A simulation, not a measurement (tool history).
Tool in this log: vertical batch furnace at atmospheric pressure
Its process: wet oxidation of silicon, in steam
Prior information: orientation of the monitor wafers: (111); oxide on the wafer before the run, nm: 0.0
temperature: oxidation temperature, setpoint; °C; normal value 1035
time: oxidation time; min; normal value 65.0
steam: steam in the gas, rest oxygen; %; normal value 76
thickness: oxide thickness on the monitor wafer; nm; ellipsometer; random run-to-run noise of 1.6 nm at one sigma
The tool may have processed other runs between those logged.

| run | hour | temperature | time | steam | read-back reference wafer on the same gauge, thickness | thickness |
|---|---|---|---|---|---|---|
| 1 | 0.0 | 1035 | 65.0 | 76 | 533.48 | 531.82 |
| 2 | 30.3 | 1035 | 65.0 | 76 | 533.85 | 529.29 |
| 3 | 57.7 | 1035 | 65.0 | 76 | 533.90 | 530.72 |
| 4 | 162.6 | 1035 | 65.0 | 76 | 533.54 | 525.95 |
| 5 | 185.4 | 1028 | 65.0 | 70 | 534.59 | 488.96 |
| 6 | 204.7 | 1035 | 65.0 | 76 | 533.76 | 528.71 |
| 7 | 237.9 | 1035 | 65.0 | 76 | 534.64 | 532.52 |
| 8 | 254.5 | 1035 | 65.0 | 76 | 534.13 | 528.56 |
| 9 | 292.9 | 1035 | 65.0 | 76 | 534.01 | 537.61 |
| 10 | 300.0 | 1035 | 65.0 | 76 | 534.07 | 535.46 |
| 11 | 322.1 | 1035 | 65.0 | 76 | 534.09 | 536.90 |
| 12 | 345.2 | 1035 | 65.0 | 76 | 534.14 | 538.23 |
| 13 | 380.3 | 1035 | 65.0 | 76 | 533.23 | 536.74 |
| 14 | 409.6 | 1035 | 65.0 | 69 | 534.45 | 507.96 |
| 15 | 441.7 | 1035 | 65.0 | 69 | 534.23 | 509.22 |
| 16 | 461.9 | 1035 | 65.0 | 76 | 533.79 | 537.61 |
| 17 | 488.8 | 1035 | 65.0 | 76 | 534.18 | 538.69 |
| 18 | 509.4 | 1017 | 46.0 | 72 | 533.64 | 386.18 |
| 19 | 540.9 | 1035 | 87.5 | 76 | 534.27 | 631.90 |
| 20 | 561.3 | 1035 | 74.5 | 82 | 533.60 | 607.06 |
| 21 | 604.7 | 1048 | 48.5 | 81 | 533.69 | 485.33 |
| 22 | 627.1 | 1035 | 85.5 | 68 | 534.21 | 574.82 |
| 23 | 662.9 | 1035 | 94.0 | 76 | 533.58 | 646.59 |
| 24 | 681.7 | 1035 | 74.5 | 82 | 534.31 | 591.28 |
| 25 | 716.7 | 1035 | 65.0 | 76 | 533.96 | 523.86 |
| 26 | 815.9 | 1028 | 40.5 | 76 | 533.69 | 377.98 |
| 27 | 839.4 | 1035 | 91.0 | 65 | 533.77 | 577.45 |
| 28 | 870.2 | 1059 | 82.5 | 68 | 534.04 | 626.51 |
| 29 | 893.9 | 1051 | 91.5 | 67 | 534.23 | 633.64 |
| 30 | 906.5 | 1035 | 65.0 | 76 | 533.94 | 523.03 |
| 31 | 927.5 | 1018 | 34.5 | 72 | 533.60 | 314.21 |
| 32 | 1021.4 | 1050 | 86.5 | 72 | 533.89 | 637.87 |
| 33 | 1037.3 | 1035 | 92.5 | 76 | 533.25 | 640.95 |
| 34 | 1070.0 | 1035 | 65.0 | 76 | 534.15 | 525.64 |
| 35 | 1091.6 | 1055 | 80.5 | 65 | 533.47 | 588.30 |
| 36 | 1121.6 | 1057 | 41.0 | 64 | 534.06 | 402.14 |
| 37 | 1151.4 | 1035 | 93.5 | 72 | 533.88 | 625.94 |
| 38 | 1185.9 | 1035 | 65.0 | 76 | 533.66 | 521.23 |
| 39 | 1209.6 | 1046 | 45.5 | 87 | 534.54 | 485.09 |

Withheld: 4 entries from between the runs. Position of each, and hidden state at the listed run before versus the listed run after:
Runs 8 to 9: thermocouples replaced and temperature profile calibrated (hour 292.4)
  true tube temperature minus thermocouple reading, K: 3.68 -> 6.13
  measured value less the no-hidden-state value, thickness: +8.85 -> +14.78 nm
Runs 20 to 21: thermocouples replaced and temperature profile calibrated, repeated, since the last time left the tool worse (hour 604.2)
  true tube temperature minus thermocouple reading, K: 6.45 -> 0.159
  measured value less the no-hidden-state value, thickness: +16.84 -> +0.35 nm
Runs 24 to 25: gauge calibrated (hour 705.7)
  true tube temperature minus thermocouple reading, K: 0.253 -> 0.296
  measured value less the no-hidden-state value, thickness: +0.67 -> +0.72 nm
Runs 25 to 26: steam generator serviced (hour 766.4)
  true tube temperature minus thermocouple reading, K: 0.296 -> 0.417
  measured value less the no-hidden-state value, thickness: +0.72 -> +0.85 nm
